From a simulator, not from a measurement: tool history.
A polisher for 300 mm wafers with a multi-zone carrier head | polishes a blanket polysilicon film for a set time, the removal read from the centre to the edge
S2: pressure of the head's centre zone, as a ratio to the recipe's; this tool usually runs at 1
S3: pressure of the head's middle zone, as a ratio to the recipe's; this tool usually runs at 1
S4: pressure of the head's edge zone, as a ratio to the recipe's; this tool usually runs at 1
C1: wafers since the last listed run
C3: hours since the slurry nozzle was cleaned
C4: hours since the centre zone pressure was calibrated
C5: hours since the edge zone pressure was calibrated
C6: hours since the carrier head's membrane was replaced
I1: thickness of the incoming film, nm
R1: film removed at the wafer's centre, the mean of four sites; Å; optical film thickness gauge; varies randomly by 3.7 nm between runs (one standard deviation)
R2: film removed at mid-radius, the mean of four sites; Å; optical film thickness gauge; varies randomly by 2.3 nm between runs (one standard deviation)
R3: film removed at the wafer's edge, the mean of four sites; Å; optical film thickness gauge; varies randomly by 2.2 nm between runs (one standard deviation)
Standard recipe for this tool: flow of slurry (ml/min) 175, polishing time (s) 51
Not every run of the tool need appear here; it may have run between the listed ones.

run 1 hour=0 | flow_of_slurry_(ml/min)=150 S2=1 S3=1 S4=0.91 polishing_time_(s)=51 | C1=0 wafers_polished_on_this_pad=1532 C3=239.9 C4=219 C5=200.4 C6=1482.4 | I1=1342.6 | R1=2745 R2=2775 R3=2646
run 2 hour=31.5 | flow_of_slurry_(ml/min)=150 S2=1 S3=1 S4=0.91 polishing_time_(s)=51 | C1=315 wafers_polished_on_this_pad=1847 C3=271.4 C4=250.5 C5=231.9 C6=1513.9 | I1=1328.5 | R1=2736 R2=2824 R3=2735
run 3 hour=86.9 | flow_of_slurry_(ml/min)=175 S2=1 S3=1 S4=1 polishing_time_(s)=51 | C1=554 wafers_polished_on_this_pad=2402 C3=326.8 C4=305.9 C5=287.3 C6=1569.3 | I1=1337.1 | R1=2829 R2=2903 R3=2870
-- hour=101.5 carrier head's membrane replaced by a new one
-- hour=197.5 edge zone pressure recalibrated
run 4 hour=198 | flow_of_slurry_(ml/min)=215 S2=1.05 S3=1 S4=0.95 polishing_time_(s)=63 | C1=1042 wafers_polished_on_this_pad=3444 C3=437.9 C4=417 C5=0.5 C6=96.5 | I1=1333.7 | R1=3872 R2=3646 R3=3532
-- hour=223.7 slurry nozzle cleaned
-- hour=262.8 worn pad replaced by a new one
run 5 hour=263.3 | flow_of_slurry_(ml/min)=175 S2=1 S3=1 S4=1 polishing_time_(s)=51 | C1=603 wafers_polished_on_this_pad=4 C3=39.6 C4=482.3 C5=65.8 C6=161.8 | I1=1313.9 | R1=2825 R2=2883 R3=2869
run 6 hour=293.7 | flow_of_slurry_(ml/min)=120 S2=1 S3=0.9 S4=0.97 polishing_time_(s)=36 | C1=304 wafers_polished_on_this_pad=309 C3=70 C4=512.7 C5=96.2 C6=192.2 | I1=1319.8 | R1=1820 R2=1746 R3=1902
-- hour=326.6 centre zone pressure recalibrated
run 7 hour=330.6 | flow_of_slurry_(ml/min)=175 S2=1.08 S3=1 S4=1.07 polishing_time_(s)=60 | C1=349 wafers_polished_on_this_pad=658 C3=106.9 C4=4 C5=133.1 C6=229.1 | I1=1329 | R1=3570 R2=3378 R3=3527
run 8 hour=374.4 | flow_of_slurry_(ml/min)=175 S2=1 S3=1 S4=1 polishing_time_(s)=44 | C1=438 wafers_polished_on_this_pad=1097 C3=150.7 C4=47.8 C5=176.9 C6=272.9 | I1=1341.7 | R1=2430 R2=2483 R3=2481
run 9 hour=400.5 | flow_of_slurry_(ml/min)=175 S2=1.1 S3=1.05 S4=1 polishing_time_(s)=35 | C1=261 wafers_polished_on_this_pad=1358 C3=176.8 C4=73.9 C5=203 C6=299 | I1=1322.1 | R1=2147 R2=2074 R3=1991
run 10 hour=460.9 | flow_of_slurry_(ml/min)=175 S2=1 S3=1 S4=1 polishing_time_(s)=34 | C1=604 wafers_polished_on_this_pad=1963 C3=237.2 C4=134.3 C5=263.4 C6=359.4 | I1=1331.6 | R1=1886 R2=1923 R3=1928
run 11 hour=493.8 | flow_of_slurry_(ml/min)=145 S2=1 S3=0.95 S4=1.06 polishing_time_(s)=56 | C1=329 wafers_polished_on_this_pad=2292 C3=270.1 C4=167.2 C5=296.3 C6=392.3 | I1=1349.5 | R1=2995 R2=2910 R3=3191
run 12 hour=553.5 | flow_of_slurry_(ml/min)=175 S2=1 S3=1 S4=1 polishing_time_(s)=51 | C1=597 wafers_polished_on_this_pad=2890 C3=329.8 C4=226.9 C5=356 C6=452 | I1=1332.5 | R1=2848 R2=2875 R3=2873
-- hour=607.3 slurry nozzle cleaned
run 13 hour=623.5 | flow_of_slurry_(ml/min)=175 S2=1 S3=1 S4=1 polishing_time_(s)=51 | C1=690 wafers_polished_on_this_pad=3581 C3=16.2 C4=296.9 C5=426 C6=522 | I1=1312.9 | R1=2824 R2=2858 R3=2856
-- hour=626.4 edge zone pressure recalibrated
run 14 hour=648 | flow_of_slurry_(ml/min)=175 S2=1 S3=1 S4=1 polishing_time_(s)=51 | C1=225 wafers_polished_on_this_pad=3806 C3=40.7 C4=321.4 C5=21.6 C6=546.5 | I1=1331.8 | R1=2894 R2=2878 R3=2903
-- hour=668.2 worn pad replaced by a new one
run 15 hour=706.1 | flow_of_slurry_(ml/min)=175 S2=1 S3=1 S4=1 polishing_time_(s)=51 | C1=541 wafers_polished_on_this_pad=379 C3=98.8 C4=379.5 C5=79.7 C6=604.6 | I1=1328.1 | R1=2853 R2=2877 R3=2845
run 16 hour=737.9 | flow_of_slurry_(ml/min)=175 S2=0.9 S3=1 S4=1 polishing_time_(s)=51 | C1=318 wafers_polished_on_this_pad=697 C3=130.6 C4=411.3 C5=111.5 C6=636.4 | I1=1330.4 | R1=2499 R2=2861 R3=2886
run 17 hour=768.3 | flow_of_slurry_(ml/min)=135 S2=1 S3=1 S4=1.06 polishing_time_(s)=51 | C1=304 wafers_polished_on_this_pad=1001 C3=161 C4=441.7 C5=141.9 C6=666.8 | I1=1350 | R1=2726 R2=2747 R3=2860
run 18 hour=800.5 | flow_of_slurry_(ml/min)=200 S2=1 S3=1 S4=1.11 polishing_time_(s)=51 | C1=322 wafers_polished_on_this_pad=1324 C3=193.2 C4=473.9 C5=174.1 C6=699 | I1=1336.3 | R1=2851 R2=2952 R3=3049
run 19 hour=855.3 | flow_of_slurry_(ml/min)=120 S2=1.05 S3=0.9 S4=1 polishing_time_(s)=45 | C1=548 wafers_polished_on_this_pad=1872 C3=248 C4=528.7 C5=228.9 C6=753.8 | I1=1306.7 | R1=2457 R2=2162 R3=2414
-- hour=858.1 centre zone pressure recalibrated
run 20 hour=917.4 | flow_of_slurry_(ml/min)=150 S2=1 S3=1 S4=1 polishing_time_(s)=58 | C1=601 wafers_polished_on_this_pad=2474 C3=310.1 C4=59.3 C5=291 C6=815.9 | I1=1336.9 | R1=3159 R2=3188 R3=3222
-- hour=972.6 slurry nozzle cleaned
-- hour=1056.3 edge zone pressure recalibrated
-- hour=1090.9 worn pad replaced by a new one
run 21 hour=1127.4 | flow_of_slurry_(ml/min)=225 S2=1 S3=1.07 S4=1 polishing_time_(s)=51 | C1=2032 wafers_polished_on_this_pad=365 C3=154.8 C4=269.3 C5=71.1 C6=1025.9 | I1=1322.9 | R1=2940 R2=3166 R3=2975

Forecast each of these 5 alternatives for the next run:
run A hour=1127.8 | flow_of_slurry_(ml/min)=175 S2=1 S3=1 S4=1 polishing_time_(s)=51 | C1=4 wafers_polished_on_this_pad=369 C3=155.2 C4=269.7 C5=71.5 C6=1026.3 | I1=1337.2 | R1=? R2=? R3=?
run B hour=1127.8 | flow_of_slurry_(ml/min)=145 S2=1 S3=1 S4=0.94 polishing_time_(s)=57 | C1=4 wafers_polished_on_this_pad=369 C3=155.2 C4=269.7 C5=71.5 C6=1026.3 | I1=1337.2 | R1=? R2=? R3=?
run C hour=1127.8 | flow_of_slurry_(ml/min)=175 S2=1 S3=1.08 S4=1 polishing_time_(s)=36 | C1=4 wafers_polished_on_this_pad=369 C3=155.2 C4=269.7 C5=71.5 C6=1026.3 | I1=1337.2 | R1=? R2=? R3=?
run D hour=1127.8 | flow_of_slurry_(ml/min)=175 S2=1 S3=0.89 S4=1.08 polishing_time_(s)=51 | C1=4 wafers_polished_on_this_pad=369 C3=155.2 C4=269.7 C5=71.5 C6=1026.3 | I1=1337.2 | R1=? R2=? R3=?
run E hour=1127.8 | flow_of_slurry_(ml/min)=175 S2=1 S3=1 S4=1 polishing_time_(s)=68 | C1=4 wafers_polished_on_this_pad=369 C3=155.2 C4=269.7 C5=71.5 C6=1026.3 | I1=1337.2 | R1=? R2=? R3=?

run=A R1=2873 R2=2886 R3=2865
run=B R1=3091 R2=3119 R3=3033
run=C R1=2029 R2=2175 R3=2020
run=D R1=2871 R2=2618 R3=2980
run=E R1=3831 R2=3848 R3=3819
With no hidden state in the tool, these same runs would have given:
run=A R1=2873 R2=2886 R3=2865
run=B R1=3091 R2=3119 R3=3033
run=C R1=2029 R2=2175 R3=2020
run=D R1=2871 R2=2618 R3=2980
run=E R1=3831 R2=3848 R3=3819
